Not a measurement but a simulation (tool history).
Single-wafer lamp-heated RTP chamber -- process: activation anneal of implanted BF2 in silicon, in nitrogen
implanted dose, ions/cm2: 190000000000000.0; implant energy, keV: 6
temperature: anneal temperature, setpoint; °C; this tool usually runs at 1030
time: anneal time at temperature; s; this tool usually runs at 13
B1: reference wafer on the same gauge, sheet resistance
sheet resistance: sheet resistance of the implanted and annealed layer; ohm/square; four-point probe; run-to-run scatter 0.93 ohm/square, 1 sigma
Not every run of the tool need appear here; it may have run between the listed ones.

Run 1, day 0: usual settings but time 11 s; B1 732.17. Result: sheet resistance 610.64 ohm/square.
Run 2, day 0.629: usual settings but temperature 1048 °C; B1 731.87. Result: sheet resistance 590.66 ohm/square.
Run 3, day 1.367: usual settings but temperature 1048 °C; B1 732.18. Result: sheet resistance 591.98 ohm/square.
Run 4, day 2.067: usual settings; B1 731.88. Result: sheet resistance 604.62 ohm/square.
Run 5, day 2.538: usual settings; B1 731.9. Result: sheet resistance 604.88 ohm/square.
Run 6, day 3.067: usual settings but temperature 1023 °C; B1 731.99. Result: sheet resistance 610.13 ohm/square.
Run 7, day 3.579: usual settings but time 18 s; B1 731.83. Result: sheet resistance 593.26 ohm/square.
At day 4.154: gauge calibrated.
Run 8, day 4.217: usual settings but time 18 s; B1 731.95. Result: sheet resistance 594.13 ohm/square.
Run 9, day 4.821: usual settings but time 9 s; B1 732.02. Result: sheet resistance 613.55 ohm/square.
Run 10, day 5.35: usual settings but temperature 1052 °C, time 10 s; B1 731.97. Result: sheet resistance 595.94 ohm/square.
Run 11, day 6.067: usual settings but time 10 s; B1 731.93. Result: sheet resistance 611.97 ohm/square.
At day 6.825: pyrometer window cleaned and pyrometer calibrated.
At day 7.267: reflector plate cleaned.
Run 12, day 7.621: usual settings; B1 731.95. Result: sheet resistance 616.78 ohm/square.
Run 13, day 7.979: usual settings but temperature 1004 °C, time 6 s; B1 731.97. Result: sheet resistance 667.98 ohm/square.
Run 14, day 8.371: usual settings but temperature 1044 °C, time 5 s; B1 732. Result: sheet resistance 626.97 ohm/square.
Run 15, day 8.683: usual settings but temperature 1049 °C, time 6 s; B1 732.12. Result: sheet resistance 618.77 ohm/square.
Run 16, day 9.171: usual settings but temperature 1046 °C, time 15 s; B1 731.96. Result: sheet resistance 595.25 ohm/square.

Below are 5 alternative next runs, each starting from the tool's condition after run 16. Predict each:
Run A, day 9.188: usual settings; B1 ?. Result: sheet resistance ?.
Run B, day 9.188: usual settings but temperature 1022 °C; B1 ?. Result: sheet resistance ?.
Run C, day 9.188: usual settings but temperature 1021 °C, time 18 s; B1 ?. Result: sheet resistance ?.
Run D, day 9.188: usual settings but temperature 1042 °C, time 16 s; B1 ?. Result: sheet resistance ?.
Run E, day 9.188: usual settings but temperature 1017 °C, time 17 s; B1 ?. Result: sheet resistance ?.

run      B1  sheet resistance
  A  731.99            613.79
  B  731.99            622.65
  C  731.99            612.41
  D  731.99            596.52
  E  731.99            619.17
Take away the tool's hidden state, keep each run's random variation, and the runs would have read:
run  sheet resistance
  A            617.61
  B            626.95
  C            616.55
  D            599.39
  E            623.67

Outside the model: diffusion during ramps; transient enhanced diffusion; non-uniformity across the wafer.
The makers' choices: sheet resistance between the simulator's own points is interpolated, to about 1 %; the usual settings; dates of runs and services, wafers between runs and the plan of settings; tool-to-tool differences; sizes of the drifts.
